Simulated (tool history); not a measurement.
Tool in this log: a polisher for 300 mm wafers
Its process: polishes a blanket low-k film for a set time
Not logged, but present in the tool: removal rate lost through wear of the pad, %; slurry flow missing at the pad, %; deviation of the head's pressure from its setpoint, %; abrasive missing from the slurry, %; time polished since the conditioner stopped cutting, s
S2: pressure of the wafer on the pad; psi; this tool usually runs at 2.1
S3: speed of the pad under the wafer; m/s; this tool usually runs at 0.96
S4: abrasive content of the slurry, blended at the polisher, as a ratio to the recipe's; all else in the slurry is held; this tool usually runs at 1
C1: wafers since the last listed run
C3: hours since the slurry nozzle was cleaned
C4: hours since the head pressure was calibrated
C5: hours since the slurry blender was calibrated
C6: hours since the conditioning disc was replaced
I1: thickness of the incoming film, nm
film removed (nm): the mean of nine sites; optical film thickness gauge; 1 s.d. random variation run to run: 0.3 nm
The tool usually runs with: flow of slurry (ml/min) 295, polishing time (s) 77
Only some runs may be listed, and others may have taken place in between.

Run 1, hour 0: usual settings but polishing time (s) 83; C1 0; wafers polished on this pad 669; C3 78; C4 852.6; C5 332.1; C6 454.5; I1 427.1. Result: film removed (nm) 33.
Run 2, hour 38.2: usual settings but polishing time (s) 83; C1 283; wafers polished on this pad 953; C3 116.2; C4 890.8; C5 370.3; C6 492.7; I1 423.8. Result: film removed (nm) 33.3.
At hour 86: worn pad replaced by a new one.
Run 3, hour 90.6: usual settings; C1 359; wafers polished on this pad 34; C3 168.6; C4 943.2; C5 422.7; C6 545.1; I1 432.3. Result: film removed (nm) 30.3.
At hour 112.4: conditioning disc replaced and pad reconditioned.
Run 4, hour 134.3: usual settings; C1 309; wafers polished on this pad 344; C3 212.3; C4 986.9; C5 466.4; C6 21.9; I1 430.9. Result: film removed (nm) 30.3.
At hour 187.4: slurry blender recalibrated.
Run 5, hour 196.6: usual settings; C1 447; wafers polished on this pad 791; C3 274.6; C4 1049.2; C5 9.2; C6 84.2; I1 424.8. Result: film removed (nm) 30.5.
Run 6, hour 262.6: usual settings but polishing time (s) 95; C1 490; wafers polished on this pad 1282; C3 340.6; C4 1115.2; C5 75.2; C6 150.2; I1 427.6. Result: film removed (nm) 36.6.
At hour 268.3: slurry nozzle cleaned.
At hour 282.6: worn pad replaced by a new one.
At hour 450.2: worn pad replaced by a new one.
Run 7, hour 477.5: usual settings but polishing time (s) 95; C1 1529; wafers polished on this pad 202; C3 209.2; C4 1330.1; C5 290.1; C6 365.1; I1 430.1. Result: film removed (nm) 36.
Run 8, hour 548.6: usual settings but flow of slurry (ml/min) 240, S2 2.6 psi, S3 0.82 m/s, polishing time (s) 92; C1 527; wafers polished on this pad 730; C3 280.3; C4 1401.2; C5 361.2; C6 436.2; I1 431.1. Result: film removed (nm) 38.2.
At hour 574.6: conditioning disc replaced and pad reconditioned.
Run 9, hour 604.7: usual settings but flow of slurry (ml/min) 240, S4 0.8; C1 401; wafers polished on this pad 1132; C3 336.4; C4 1457.3; C5 417.3; C6 30.1; I1 429.8. Result: film removed (nm) 25.3.
At hour 615.4: head pressure recalibrated.
At hour 616.9: worn pad replaced by a new one.
At hour 620.4: slurry blender recalibrated.
At hour 637: slurry nozzle cleaned.
Run 10, hour 649: usual settings but S2 2.8 psi, polishing time (s) 95; C1 280; wafers polished on this pad 216; C3 12; C4 33.6; C5 28.6; C6 74.4; I1 433. Result: film removed (nm) 51.2.
Run 11, hour 714.7: usual settings; C1 487; wafers polished on this pad 703; C3 77.7; C4 99.3; C5 94.3; C6 140.1; I1 427.7. Result: film removed (nm) 31.7.
Run 12, hour 762: usual settings but flow of slurry (ml/min) 220, S3 1.24 m/s, polishing time (s) 63; C1 351; wafers polished on this pad 1055; C3 125; C4 146.6; C5 141.6; C6 187.4; I1 428.9. Result: film removed (nm) 28.7.
At hour 781.8: worn pad replaced by a new one.
Run 13, hour 822.5: usual settings but S2 2.3 psi, polishing time (s) 98; C1 419; wafers polished on this pad 302; C3 185.5; C4 207.1; C5 202.1; C6 247.9; I1 432.5. Result: film removed (nm) 44.4.
Run 14, hour 874.7: usual settings; C1 387; wafers polished on this pad 690; C3 237.7; C4 259.3; C5 254.3; C6 300.1; I1 438.2. Result: film removed (nm) 31.7.
Run 15, hour 919.6: usual settings but S2 1.6 psi; C1 333; wafers polished on this pad 1023; C3 282.6; C4 304.2; C5 299.2; C6 345; I1 426.9. Result: film removed (nm) 23.8.

Give the tool's hidden conditions for every run:
removal rate lost through wear of the pad, %: 0 in every run
slurry flow missing at the pad, %: 0 in every run
abrasive missing from the slurry, %: 0 in every run
time polished since the conditioner stopped cutting, s: 0 in every run
H1: deviation of the head's pressure from its setpoint, %
run      H1
  1   -4.06
  2   -4.46
  3   -5.03
  4   -5.52
  5   -6.28
  6   -7.12
  7   -10.2
  8   -11.4
  9   -12.3
 10    -0.4
 11  -0.451
 12   -0.52
 13  -0.647
 14  -0.791
 15   -0.94
